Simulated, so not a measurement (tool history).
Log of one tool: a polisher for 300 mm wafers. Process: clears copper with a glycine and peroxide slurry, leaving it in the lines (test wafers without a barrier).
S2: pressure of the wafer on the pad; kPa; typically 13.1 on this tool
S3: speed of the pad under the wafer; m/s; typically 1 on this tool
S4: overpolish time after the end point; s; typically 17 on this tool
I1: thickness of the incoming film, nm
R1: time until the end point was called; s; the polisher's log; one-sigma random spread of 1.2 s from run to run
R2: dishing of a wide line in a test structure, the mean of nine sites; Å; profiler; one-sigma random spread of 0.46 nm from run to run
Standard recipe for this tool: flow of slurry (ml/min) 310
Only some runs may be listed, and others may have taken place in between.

Run 1, hour 0: usual settings; I1 304.2. Result: R1 85.2 s, R2 197 Å.
At hour 14.7: slurry nozzle cleaned.
Run 2, hour 76.3: usual settings; I1 301.1. Result: R1 80.6 s, R2 200 Å.
Run 3, hour 150.2: usual settings; I1 304. Result: R1 82.1 s, R2 196 Å.
At hour 221.9: worn pad replaced by a new one.
Run 4, hour 470: usual settings; I1 304.7. Result: R1 84.2 s, R2 202 Å.
Run 5, hour 533.2: usual settings; I1 305.7. Result: R1 84.2 s, R2 195 Å.
Run 6, hour 596.9: usual settings; I1 309.9. Result: R1 87.4 s, R2 202 Å.
Run 7, hour 635: usual settings but flow of slurry (ml/min) 245; I1 299.4. Result: R1 86.5 s, R2 202 Å.
At hour 638.3: head pressure recalibrated.
At hour 674.9: worn pad replaced by a new one.
Run 8, hour 728.4: usual settings but flow of slurry (ml/min) 245; I1 308.2. Result: R1 94.7 s, R2 192 Å.
At hour 791.4: slurry nozzle cleaned.
Run 9, hour 825.5: usual settings; I1 306.5. Result: R1 82.9 s, R2 206 Å.
Run 10, hour 898.8: usual settings; I1 310.9. Result: R1 85.5 s, R2 204 Å.
Run 11, hour 978: usual settings; I1 308. Result: R1 86.1 s, R2 206 Å.
Run 12, hour 1052.6: usual settings but flow of slurry (ml/min) 385; I1 306.6. Result: R1 82.3 s, R2 197 Å.
Run 13, hour 1116: usual settings; I1 304.8. Result: R1 85.2 s, R2 200 Å.
Run 14, hour 1152.4: usual settings; I1 301.8. Result: R1 83.6 s, R2 204 Å.
At hour 1173: worn pad replaced by a new one, of another model than before.
At hour 1210.5: head pressure recalibrated.
Run 15, hour 1213: usual settings but flow of slurry (ml/min) 370; I1 300.1. Result: R1 81.1 s, R2 209 Å.
Run 16, hour 1299.1: usual settings; I1 303.7. Result: R1 83.2 s, R2 198 Å.
Run 17, hour 1356.8: usual settings but S4 14 s; I1 305. Result: R1 84 s, R2 190 Å.
Run 18, hour 1449.7: usual settings but S2 17.2 kPa, S3 0.74 m/s; I1 301.6. Result: R1 98.6 s, R2 188 Å.
Run 19, hour 1486.8: usual settings but flow of slurry (ml/min) 340, S2 17.2 kPa; I1 300.6. Result: R1 76.1 s, R2 205 Å.
Run 20, hour 1537.8: usual settings but S3 0.74 m/s; I1 303.5. Result: R1 112.7 s, R2 188 Å.
At hour 1580.9: slurry nozzle cleaned.
At hour 1597.3: worn pad replaced by a new one.
Run 21, hour 1607.3: usual settings but S2 8.3 kPa, S3 0.86 m/s; I1 302.8. Result: R1 105.7 s, R2 188 Å.
Run 22, hour 1679.4: usual settings; I1 303.7. Result: R1 83.9 s, R2 210 Å.
Run 23, hour 1769.6: usual settings but flow of slurry (ml/min) 345, S2 15.2 kPa, S3 0.8 m/s, S4 9 s; I1 307.8. Result: R1 97.4 s, R2 139 Å.
Run 24, hour 1826: usual settings but flow of slurry (ml/min) 390, S3 1.14 m/s, S4 24 s; I1 301.7. Result: R1 70.1 s, R2 222 Å.
Run 25, hour 1920.2: usual settings but flow of slurry (ml/min) 415, S2 10.3 kPa, S3 1.22 m/s, S4 7 s; I1 306.1. Result: R1 72.9 s, R2 139 Å.
At hour 1938.7: head pressure recalibrated.
Run 26, hour 2007.3: usual settings but flow of slurry (ml/min) 255, S2 9.7 kPa, S4 12 s; I1 300.5. Result: R1 92 s, R2 173 Å.
Run 27, hour 2102.2: usual settings but S2 9 kPa; I1 304.8. Result: R1 92.9 s, R2 200 Å.
At hour 2106.9: worn pad replaced by a new one.
Run 28, hour 2171.1: usual settings; I1 308.8. Result: R1 85.7 s, R2 207 Å.
Run 29, hour 2225.4: usual settings but flow of slurry (ml/min) 240, S2 9 kPa, S3 1.1 m/s, S4 8 s; I1 300.8. Result: R1 86.2 s, R2 134 Å.

Predict each of these 3 candidate next runs independently; none follows another, all start after run 29:
Run A, hour 2225.8: usual settings; I1 301.7. Result: R1 ?, R2 ?.
Run B, hour 2225.8: usual settings but flow of slurry (ml/min) 265, S4 13 s; I1 301.7. Result: R1 ?, R2 ?.
Run C, hour 2225.8: usual settings but S4 13 s; I1 301.7. Result: R1 ?, R2 ?.

run    R1   R2
  A  84.4  207
  B  85.3  184
  C  84.4  185
Without the tool's hidden state the same runs would have given:
run    R1   R2
  A  82.3  209
  B    83  187
  C  82.3  187
